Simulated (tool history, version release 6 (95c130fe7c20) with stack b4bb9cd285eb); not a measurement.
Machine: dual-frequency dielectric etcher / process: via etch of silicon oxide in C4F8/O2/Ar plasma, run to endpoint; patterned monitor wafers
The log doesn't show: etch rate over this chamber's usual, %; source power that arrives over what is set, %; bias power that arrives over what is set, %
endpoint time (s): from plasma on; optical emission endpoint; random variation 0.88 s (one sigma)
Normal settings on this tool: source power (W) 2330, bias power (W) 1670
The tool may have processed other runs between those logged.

| run | hour | source power (W) | bias power (W) | wafers since the last listed run | hours since the last wet clean | hours since the last source power generator calibration | hours since the last bias power generator calibration | hours since the last upper electrode change | incoming incoming film thickness, nm | endpoint time (s) |
|---|---|---|---|---|---|---|---|---|---|---|
| 1 | 0 | 2170 | 1670 | 0 | 16.7 | 1409.7 | 2113.1 | 4583.3 | 1546.7 | 302.8 |
| 2 | 15.8 | 2330 | 1670 | 56 | 32.5 | 1425.5 | 2128.9 | 4599.1 | 1524.8 | 291.9 |
| 3 | 43.6 | 2330 | 1670 | 98 | 60.3 | 1453.3 | 2156.7 | 4626.9 | 1541.3 | 294.6 |
| 4 | 73.1 | 2330 | 1670 | 104 | 89.8 | 1482.8 | 2186.2 | 4656.4 | 1534.9 | 296.7 |
| 5 | 106.7 | 2330 | 1857 | 119 | 123.4 | 1516.4 | 2219.8 | 4690 | 1542.2 | 292.1 |
| 6 | 137 | 2330 | 1670 | 107 | 153.7 | 1546.7 | 2250.1 | 4720.3 | 1526.5 | 294.6 |
| 7 | 177.2 | 2330 | 1670 | 142 | 193.9 | 1586.9 | 2290.3 | 4760.5 | 1539.7 | 300 |
| 8 | 198.6 | 2330 | 1670 | 75 | 215.3 | 1608.3 | 2311.7 | 4781.9 | 1535.5 | 299.5 |
|  | 203.2 | source power generator calibrated |
| 9 | 214.4 | 2330 | 1670 | 41 | 231.1 | 11.2 | 2327.5 | 4797.7 | 1548.5 | 301.7 |
|  | 252.2 | upper electrode replaced |
| 10 | 252.7 | 2330 | 1670 | 50 | 269.4 | 49.5 | 2365.8 | 0.5 | 1537.8 | 302.2 |
| 11 | 268.3 | 2330 | 1670 | 55 | 285 | 65.1 | 2381.4 | 16.1 | 1542.7 | 302.9 |
| 12 | 300.3 | 2330 | 1670 | 113 | 317 | 97.1 | 2413.4 | 48.1 | 1543.2 | 303.3 |
|  | 324.9 | bias power generator calibrated |
|  | 340.9 | wet clean of the chamber |
| 13 | 341.4 | 2330 | 1522 | 74 | 0.5 | 138.2 | 16.5 | 89.2 | 1539.4 | 295.4 |
| 14 | 360.1 | 2330 | 1670 | 66 | 19.2 | 156.9 | 35.2 | 107.9 | 1544.1 | 292.4 |
| 15 | 380.4 | 2870 | 1498 | 72 | 39.5 | 177.2 | 55.5 | 128.2 | 1535.7 | 273.3 |
| 16 | 400.1 | 2560 | 1443 | 69 | 59.2 | 196.9 | 75.2 | 147.9 | 1545.8 | 289.8 |
| 17 | 416 | 1890 | 1300 | 56 | 75.1 | 212.8 | 91.1 | 163.8 | 1545.6 | 328.8 |
| 18 | 433.6 | 2330 | 1670 | 62 | 92.7 | 230.4 | 108.7 | 181.4 | 1533.7 | 293 |
| 19 | 449.1 | 2170 | 1670 | 54 | 108.2 | 245.9 | 124.2 | 196.9 | 1538.9 | 301.5 |
| 20 | 463 | 2720 | 1470 | 49 | 122.1 | 259.8 | 138.1 | 210.8 | 1527.7 | 282.5 |
| 21 | 492.2 | 2030 | 2071 | 103 | 151.3 | 289 | 167.3 | 240 | 1542.1 | 299.2 |
| 22 | 514.3 | 1820 | 1888 | 78 | 173.4 | 311.1 | 189.4 | 262.1 | 1534.4 | 314.7 |
| 23 | 543.9 | 1970 | 1372 | 105 | 203 | 340.7 | 219 | 291.7 | 1546.1 | 326.4 |
| 24 | 639.4 | 2330 | 1670 | 338 | 298.5 | 436.2 | 314.5 | 387.2 | 1537.7 | 297.4 |

Hidden state, per run?
source power that arrives over what is set, %: 0 at every run
bias power that arrives over what is set, %: 0 at every run
H1: etch rate over this chamber's usual, %
| run | H1 |
|---|---|
| 1 | -0.505 |
| 2 | -0.657 |
| 3 | -0.924 |
| 4 | -1.21 |
| 5 | -1.53 |
| 6 | -1.82 |
| 7 | -2.21 |
| 8 | -2.41 |
| 9 | -2.56 |
| 10 | -2.93 |
| 11 | -3.08 |
| 12 | -3.39 |
| 13 | 0.448 |
| 14 | 0.268 |
| 15 | 0.0733 |
| 16 | -0.116 |
| 17 | -0.269 |
| 18 | -0.438 |
| 19 | -0.587 |
| 20 | -0.72 |
| 21 | -1 |
| 22 | -1.21 |
| 23 | -1.5 |
| 24 | -2.41 |
